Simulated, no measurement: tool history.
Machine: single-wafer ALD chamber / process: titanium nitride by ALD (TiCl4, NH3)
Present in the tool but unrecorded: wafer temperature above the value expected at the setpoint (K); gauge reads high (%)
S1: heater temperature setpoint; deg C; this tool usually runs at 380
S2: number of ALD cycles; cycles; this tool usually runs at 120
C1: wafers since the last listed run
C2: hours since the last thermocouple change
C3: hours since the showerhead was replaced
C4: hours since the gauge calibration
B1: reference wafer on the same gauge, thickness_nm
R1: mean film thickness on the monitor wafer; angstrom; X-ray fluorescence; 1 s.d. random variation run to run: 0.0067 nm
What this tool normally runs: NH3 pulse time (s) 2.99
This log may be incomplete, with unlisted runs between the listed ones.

run 1 hour=0 | S1=384 S2=120 NH3_pulse_time_(s)=2.99 | C1=0 C2=941.1 C3=4224 C4=162.9 | B1=2.861 | R1=26.95
run 2 hour=71.6 | S1=384 S2=120 NH3_pulse_time_(s)=2.99 | C1=145 C2=1012.7 C3=4295.6 C4=234.5 | B1=2.86 | R1=26.93
run 3 hour=125.4 | S1=380 S2=120 NH3_pulse_time_(s)=2.99 | C1=109 C2=1066.5 C3=4349.4 C4=288.3 | B1=2.861 | R1=26.85
run 4 hour=151.9 | S1=380 S2=120 NH3_pulse_time_(s)=2.99 | C1=53 C2=1093 C3=4375.9 C4=314.8 | B1=2.86 | R1=26.88
run 5 hour=201.2 | S1=380 S2=120 NH3_pulse_time_(s)=2.99 | C1=99 C2=1142.3 C3=4425.2 C4=364.1 | B1=2.861 | R1=26.97
run 6 hour=245.5 | S1=380 S2=120 NH3_pulse_time_(s)=2.99 | C1=89 C2=1186.6 C3=4469.5 C4=408.4 | B1=2.86 | R1=26.98
run 7 hour=305 | S1=380 S2=120 NH3_pulse_time_(s)=2.99 | C1=120 C2=1246.1 C3=4529 C4=467.9 | B1=2.86 | R1=26.87
run 8 hour=365 | S1=380 S2=120 NH3_pulse_time_(s)=3.92 | C1=121 C2=1306.1 C3=4589 C4=527.9 | B1=2.858 | R1=27.13
run 9 hour=422.4 | S1=380 S2=120 NH3_pulse_time_(s)=3.92 | C1=116 C2=1363.5 C3=4646.4 C4=585.3 | B1=2.86 | R1=27.13
run 10 hour=491.2 | S1=366 S2=120 NH3_pulse_time_(s)=2.99 | C1=139 C2=1432.3 C3=4715.2 C4=654.1 | B1=2.86 | R1=26.33
run 11 hour=559.5 | S1=375 S2=98 NH3_pulse_time_(s)=3.51 | C1=138 C2=1500.6 C3=4783.5 C4=722.4 | B1=2.859 | R1=22
run 12 hour=630.7 | S1=375 S2=112 NH3_pulse_time_(s)=1.93 | C1=144 C2=1571.8 C3=4854.7 C4=793.6 | B1=2.861 | R1=24.44
-- hour=657.3 gauge calibrated
-- hour=666.8 showerhead replaced
-- hour=750.4 thermocouple changed; heater temperature recalibrated
run 13 hour=814.9 | S1=380 S2=120 NH3_pulse_time_(s)=2.99 | C1=341 C2=64.5 C3=148.1 C4=157.6 | B1=2.861 | R1=26.77
run 14 hour=842.3 | S1=370 S2=134 NH3_pulse_time_(s)=2.55 | C1=55 C2=91.9 C3=175.5 C4=185 | B1=2.861 | R1=29.46
run 15 hour=913 | S1=380 S2=120 NH3_pulse_time_(s)=2.99 | C1=143 C2=162.6 C3=246.2 C4=255.7 | B1=2.86 | R1=26.99
run 16 hour=961.2 | S1=373 S2=137 NH3_pulse_time_(s)=1.81 | C1=97 C2=210.8 C3=294.4 C4=303.9 | B1=2.859 | R1=29.72
run 17 hour=998.8 | S1=370 S2=134 NH3_pulse_time_(s)=2.55 | C1=76 C2=248.4 C3=332 C4=341.5 | B1=2.862 | R1=29.44
run 18 hour=1056.8 | S1=380 S2=128 NH3_pulse_time_(s)=3.79 | C1=117 C2=306.4 C3=390 C4=399.5 | B1=2.859 | R1=28.91
run 19 hour=1127 | S1=380 S2=120 NH3_pulse_time_(s)=2.99 | C1=142 C2=376.6 C3=460.2 C4=469.7 | B1=2.861 | R1=26.92

Branching from run 19: 5 alternative next runs. What would each branch give?
run A hour=1127.7 | S1=380 S2=131 NH3_pulse_time_(s)=2.99 | C1=1 C2=377.3 C3=460.9 C4=470.4 | B1=? | R1=?
run B hour=1127.7 | S1=372 S2=120 NH3_pulse_time_(s)=3.42 | C1=1 C2=377.3 C3=460.9 C4=470.4 | B1=? | R1=?
run C hour=1127.7 | S1=393 S2=120 NH3_pulse_time_(s)=2.99 | C1=1 C2=377.3 C3=460.9 C4=470.4 | B1=? | R1=?
run D hour=1127.7 | S1=394 S2=109 NH3_pulse_time_(s)=2.13 | C1=1 C2=377.3 C3=460.9 C4=470.4 | B1=? | R1=?
run E hour=1127.7 | S1=380 S2=136 NH3_pulse_time_(s)=2.99 | C1=1 C2=377.3 C3=460.9 C4=470.4 | B1=? | R1=?

run=A B1=2.86 R1=29.35
run=B B1=2.86 R1=26.83
run=C B1=2.86 R1=27.12
run=D B1=2.86 R1=24.36
run=E B1=2.86 R1=30.47
With no hidden state in the tool, these same runs would have given:
run=A R1=29.35
run=B R1=26.83
run=C R1=27.12
run=D R1=24.36
run=E R1=30.47
